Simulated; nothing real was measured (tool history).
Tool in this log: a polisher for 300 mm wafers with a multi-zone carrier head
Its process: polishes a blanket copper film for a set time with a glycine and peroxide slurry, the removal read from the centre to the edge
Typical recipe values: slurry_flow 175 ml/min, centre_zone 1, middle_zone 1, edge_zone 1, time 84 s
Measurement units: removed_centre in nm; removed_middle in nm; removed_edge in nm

run   hour  slurry_flow  centre_zone  middle_zone  edge_zone  time  wafers since the last listed run  wafers polished on this pad  hours since the slurry nozzle was cleaned  hours since the centre zone pressure was calibrated  hours since the edge zone pressure was calibrated  hours since the carrier head's membrane was replaced  incoming thickness of the incoming film, nm  removed_centre  removed_middle  removed_edge
  1      0          175            1            1          1    84                                 0                         1386                                       45.7                                                 17.7                                              376.6                                                   9.1                                         2004           614.9           642.6         636.7
       5.4  -- edge zone pressure recalibrated
      22.7  -- worn pad replaced by a new one
  2   23.2          175            1            1          1    84                               100                            2                                       68.9                                                 40.9                                               17.8                                                  32.3                                       2051.5           626.2           642.8         633.3
  3   41.2          175            1            1          1    57                               104                          107                                       86.9                                                 58.9                                               35.8                                                  50.3                                       2040.6           425.8           435.5         433.8
  4   59.5          215         0.92         0.92       1.08    84                               106                          214                                      105.2                                                 77.2                                               54.1                                                  68.6                                       2022.8           611.8           617.5         675.5
  5   87.7          175            1            1          1    84                               164                          378                                      133.4                                                105.4                                               82.3                                                  96.8                                       2020.3           637.4           635.9         636.8
  6  103.4          175            1         1.08          1    84                                91                          469                                      149.1                                                121.1                                                 98                                                 112.5                                       2045.8           635.1           690.7         635.5
  7  121.3          175            1            1       1.09    84                               104                          573                                        167                                                  139                                              115.9                                                 130.4                                       2053.4           634.3           646.4         665.7
  8  153.2          150          1.1         1.11        0.9    84                               185                          759                                      198.9                                                170.9                                              147.8                                                 162.3                                       2021.4           669.2           675.4         588.8
  9  186.7          175            1            1          1    93                               194                          954                                      232.4                                                204.4                                              181.3                                                 195.8                                       1986.3           706.1           708.3         698.9
 10  220.9          210            1         1.04          1    84                               198                         1153                                      266.6                                                238.6                                              215.5                                                   230                                       2069.8           659.2           677.9         671.1
 11  256.1          120            1         1.04       0.94   111                               204                         1357                                      301.8                                                273.8                                              250.7                                                 265.2                                       2055.5             767           799.6         780.4
     280.7  -- worn pad replaced by a new one
     318.3  -- slurry nozzle cleaned
 12  333.7          220            1         1.06       1.06    75                               422                          302                                       15.4                                                351.4                                              328.3                                                 342.8                                       2025.9           601.6           615.5         607.1
 13  365.5          175         1.08         1.07          1    84                               185                          487                                       47.2                                                383.2                                              360.1                                                 374.6                                       2060.8           705.5           673.1         640.3
 14  395.4          175            1            1       1.07   106                               173                          661                                       77.1                                                413.1                                                390                                                 404.5                                       2027.1           824.8           805.7         824.2
     413.3  -- edge zone pressure recalibrated
 15    431          150         1.06         0.89          1    84                               195                          856                                      112.7                                                448.7                                               17.7                                                 440.1                                       2051.7           666.1           557.7         621.6
 16    456          200         0.91            1          1    84                               145                         1002                                      137.7                                                473.7                                               42.7                                                 465.1                                         2031           621.9           653.9         658.1
 17  478.5          175            1         1.05          1    72                               130                         1133                                      160.2                                                496.2                                               65.2                                                 487.6                                       2030.9           570.9           573.8         543.7
 18  512.7          175            1            1          1    84                               198                         1332                                      194.4                                                530.4                                               99.4                                                 521.8                                       2044.8           672.6           635.7         634.9
 19  531.9          175         1.08         1.07          1    84                               111                         1443                                      213.6                                                549.6                                              118.6                                                   541                                       2014.1           710.9           677.8         635.7
     536.9  -- worn pad replaced by a new one
 20  544.6          150            1         1.11       0.95    66                                50                           44                                      226.3                                                562.3                                              131.3                                                 553.7                                       2015.1             510           529.9         475.7
     565.3  -- carrier head's membrane replaced by a new one
 21  572.7          175            1            1          1    61                               134                          179                                      254.4                                                590.4                                              159.4                                                   7.4                                       2043.7             490           463.5         464.2
 22  602.1          175         0.92            1          1    66                               171                          350                                      283.8                                                619.8                                              188.8                                                  36.8                                       2020.8           493.3           504.2         512.9
 23    697          175         0.94            1        1.1    84                               552                          902                                      378.7                                                714.7                                              283.7                                                 131.7                                       1999.9           634.9           641.8         669.2

What if the next run were any one of these 3? Each begins from the tool's condition after run 23:
  A  697.5          235            1            1          1    84                                 2                          905                                      379.2                                                715.2                                              284.2                                                 132.2                                       2031.8               ?               ?             ?
  B  697.5          175         0.94            1          1    84                                 2                          905                                      379.2                                                715.2                                              284.2                                                 132.2                                       2031.8               ?               ?             ?
  C  697.5          175         1.07            1       1.06    84                                 2                          905                                      379.2                                                715.2                                              284.2                                                 132.2                                       2031.8               ?               ?             ?

run  removed_centre  removed_middle  removed_edge
  A           709.5             670         671.1
  B           640.5           640.6         649.1
  C           714.7           640.2         667.9
With the hidden condition removed and each run's random variation left untouched, the same runs would have given:
run  removed_centre  removed_middle  removed_edge
  A           656.2           670.3         671.1
  B           592.2           640.9         649.1
  C           661.2           640.5         667.9
